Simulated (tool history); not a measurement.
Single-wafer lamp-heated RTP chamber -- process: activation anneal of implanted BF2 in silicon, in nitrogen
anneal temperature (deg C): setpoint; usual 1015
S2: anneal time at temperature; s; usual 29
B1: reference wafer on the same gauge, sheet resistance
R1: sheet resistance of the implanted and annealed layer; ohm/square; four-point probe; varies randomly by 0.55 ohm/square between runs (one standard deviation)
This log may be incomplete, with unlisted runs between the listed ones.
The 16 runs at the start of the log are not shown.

run 17 hour=1315.0 | anneal_temperature_(deg_C)=1015 S2=29 | B1=161.01 | R1=186.99
run 18 hour=1413.8 | anneal_temperature_(deg_C)=1015 S2=29 | B1=161.03 | R1=187.46
-- hour=1534.9 reflector plate cleaned
-- hour=1643.7 pyrometer window cleaned and pyrometer calibrated
run 19 hour=1703.4 | anneal_temperature_(deg_C)=1015 S2=29 | B1=160.86 | R1=187.10
run 20 hour=1766.2 | anneal_temperature_(deg_C)=1015 S2=29 | B1=160.93 | R1=186.37
run 21 hour=1840.9 | anneal_temperature_(deg_C)=999 S2=29 | B1=160.98 | R1=223.78
run 22 hour=1889.0 | anneal_temperature_(deg_C)=1007 S2=29 | B1=161.00 | R1=202.85
run 23 hour=1961.3 | anneal_temperature_(deg_C)=1005 S2=43 | B1=161.03 | R1=186.25
run 24 hour=2021.6 | anneal_temperature_(deg_C)=1027 S2=19 | B1=160.96 | R1=190.19
run 25 hour=2065.1 | anneal_temperature_(deg_C)=1015 S2=29 | B1=160.99 | R1=186.94
run 26 hour=2169.5 | anneal_temperature_(deg_C)=1028 S2=19 | B1=161.03 | R1=190.18
run 27 hour=2215.7 | anneal_temperature_(deg_C)=1015 S2=22 | B1=160.96 | R1=203.68
-- hour=2275.9 pyrometer window cleaned and pyrometer calibrated
run 28 hour=2278.1 | anneal_temperature_(deg_C)=1005 S2=43 | B1=161.09 | R1=185.70
-- hour=2289.9 reflector plate cleaned
run 29 hour=2331.0 | anneal_temperature_(deg_C)=1039 S2=14 | B1=161.06 | R1=185.96
run 30 hour=2394.5 | anneal_temperature_(deg_C)=1015 S2=24 | B1=161.10 | R1=197.40
run 31 hour=2459.5 | anneal_temperature_(deg_C)=1040 S2=19 | B1=160.94 | R1=173.85
run 32 hour=2534.4 | anneal_temperature_(deg_C)=1038 S2=22 | B1=160.97 | R1=170.34
run 33 hour=2574.2 | anneal_temperature_(deg_C)=1015 S2=36 | B1=160.90 | R1=175.50
run 34 hour=2679.8 | anneal_temperature_(deg_C)=1044 S2=29 | B1=160.95 | R1=159.28
run 35 hour=2758.2 | anneal_temperature_(deg_C)=1015 S2=29 | B1=160.98 | R1=186.81
run 36 hour=2816.4 | anneal_temperature_(deg_C)=1007 S2=39 | B1=160.98 | R1=187.52

Branching from run 36: 4 alternative next runs. What would each branch give?
run A hour=2816.8 | anneal_temperature_(deg_C)=1015 S2=29 | B1=? | R1=?
run B hour=2816.8 | anneal_temperature_(deg_C)=986 S2=45 | B1=? | R1=?
run C hour=2816.8 | anneal_temperature_(deg_C)=985 S2=45 | B1=? | R1=?
run D hour=2816.8 | anneal_temperature_(deg_C)=988 S2=29 | B1=? | R1=?

run=A B1=160.94 R1=186.86
run=B B1=160.94 R1=230.15
run=C B1=160.94 R1=233.08
run=D B1=160.94 R1=257.42
The same runs, with their run-to-run variation unchanged, on a tool lacking any hidden condition would have given:
run=A R1=186.86
run=B R1=230.15
run=C R1=233.08
run=D R1=257.42
